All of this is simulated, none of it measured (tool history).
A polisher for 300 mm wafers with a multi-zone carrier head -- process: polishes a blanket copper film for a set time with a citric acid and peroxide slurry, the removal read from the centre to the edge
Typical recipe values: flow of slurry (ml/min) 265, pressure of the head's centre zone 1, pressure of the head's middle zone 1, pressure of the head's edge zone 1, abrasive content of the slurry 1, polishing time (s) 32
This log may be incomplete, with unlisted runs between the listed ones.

| run | hour | flow of slurry (ml/min) | pressure of the head's centre zone | pressure of the head's middle zone | pressure of the head's edge zone | abrasive content of the slurry | polishing time (s) | incoming thickness of the incoming film, nm | film removed at the wafer's centre (Å) | film removed at mid-radius (Å) | film removed at the wafer's edge (Å) |
|---|---|---|---|---|---|---|---|---|---|---|---|
| 1 | 0 | 265 | 1 | 1 | 1 | 1 | 32 | 807.9 | 445 | 442 | 449 |
| 2 | 56.9 | 265 | 1 | 1 | 1 | 1 | 32 | 784.6 | 431 | 435 | 443 |
| 3 | 93.5 | 265 | 1 | 1 | 1 | 1 | 32 | 795.4 | 425 | 429 | 441 |
| 4 | 122.3 | 265 | 1 | 1 | 1 | 1 | 32 | 792.5 | 427 | 431 | 431 |
| 5 | 149.9 | 265 | 1 | 1.09 | 1 | 1 | 32 | 798.7 | 417 | 449 | 431 |
| 6 | 209.7 | 265 | 1 | 1.09 | 1 | 1 | 32 | 794.6 | 414 | 439 | 424 |
|  | 248 | worn pad replaced by a new one |
|  | 268.2 | slurry nozzle cleaned |
| 7 | 270 | 265 | 1 | 1 | 1 | 1 | 32 | 795.4 | 437 | 441 | 450 |
|  | 287.9 | carrier head's membrane replaced by a new one |
| 8 | 296.1 | 265 | 1 | 1 | 1 | 1 | 32 | 805.8 | 430 | 443 | 446 |
| 9 | 354.7 | 290 | 1.07 | 1 | 1 | 1 | 25 | 805.2 | 359 | 338 | 347 |
| 10 | 422.9 | 315 | 1.06 | 1.09 | 1 | 1 | 24 | 796.2 | 336 | 345 | 329 |
|  | 500.9 | worn pad replaced by a new one |
| 11 | 531.9 | 265 | 1 | 1 | 1 | 1 | 32 | 795.3 | 441 | 445 | 453 |
|  | 546.4 | centre zone pressure recalibrated |
| 12 | 598.9 | 195 | 1 | 1 | 1.09 | 0.9 | 40 | 789.3 | 496 | 512 | 534 |
|  | 642.3 | edge zone pressure recalibrated |
| 13 | 650.7 | 265 | 1 | 1 | 1 | 1 | 32 | 786.7 | 432 | 425 | 434 |
| 14 | 722 | 265 | 1.04 | 1 | 1 | 1 | 42 | 800.2 | 579 | 543 | 559 |
| 15 | 762 | 265 | 1 | 1 | 1 | 1 | 32 | 782.8 | 415 | 420 | 422 |
|  | 793.1 | worn pad replaced by a new one |
|  | 825.7 | slurry nozzle cleaned |
| 16 | 864.9 | 265 | 1.05 | 1 | 1.1 | 1 | 25 | 796.4 | 353 | 340 | 354 |
| 17 | 911.2 | 335 | 1 | 1 | 1 | 0.8 | 39 | 805.3 | 504 | 510 | 518 |
| 18 | 970.2 | 265 | 1.04 | 1 | 1 | 1 | 43 | 811.8 | 580 | 575 | 579 |
| 19 | 1036.9 | 265 | 1 | 1.04 | 1.11 | 1.25 | 32 | 794.3 | 441 | 449 | 456 |
|  | 1046 | worn pad replaced by a new one |
| 20 | 1092.9 | 315 | 1.06 | 1.09 | 1 | 1 | 24 | 785.2 | 349 | 366 | 339 |

Branching from run 20: 5 alternative next runs. What would each branch give?
| A | 1093.3 | 265 | 1.04 | 1 | 1 | 1 | 32 | 810 | ? | ? | ? |
| B | 1093.3 | 170 | 1 | 1.04 | 1 | 1.1 | 38 | 810 | ? | ? | ? |
| C | 1093.3 | 265 | 1.09 | 1 | 1 | 1 | 32 | 810 | ? | ? | ? |
| D | 1093.3 | 320 | 1 | 0.93 | 0.92 | 1 | 32 | 810 | ? | ? | ? |
| E | 1093.3 | 265 | 1 | 1.07 | 1 | 1 | 32 | 810 | ? | ? | ? |

| run | film removed at the wafer's centre (Å) | film removed at mid-radius (Å) | film removed at the wafer's edge (Å) |
|---|---|---|---|
| A | 450 | 426 | 451 |
| B | 495 | 507 | 526 |
| C | 472 | 426 | 451 |
| D | 441 | 409 | 446 |
| E | 433 | 452 | 450 |
Without the tool's hidden state the same runs would have given:
| run | film removed at the wafer's centre (Å) | film removed at mid-radius (Å) | film removed at the wafer's edge (Å) |
|---|---|---|---|
| A | 457 | 433 | 457 |
| B | 502 | 515 | 533 |
| C | 479 | 433 | 457 |
| D | 447 | 414 | 452 |
| E | 439 | 458 | 457 |
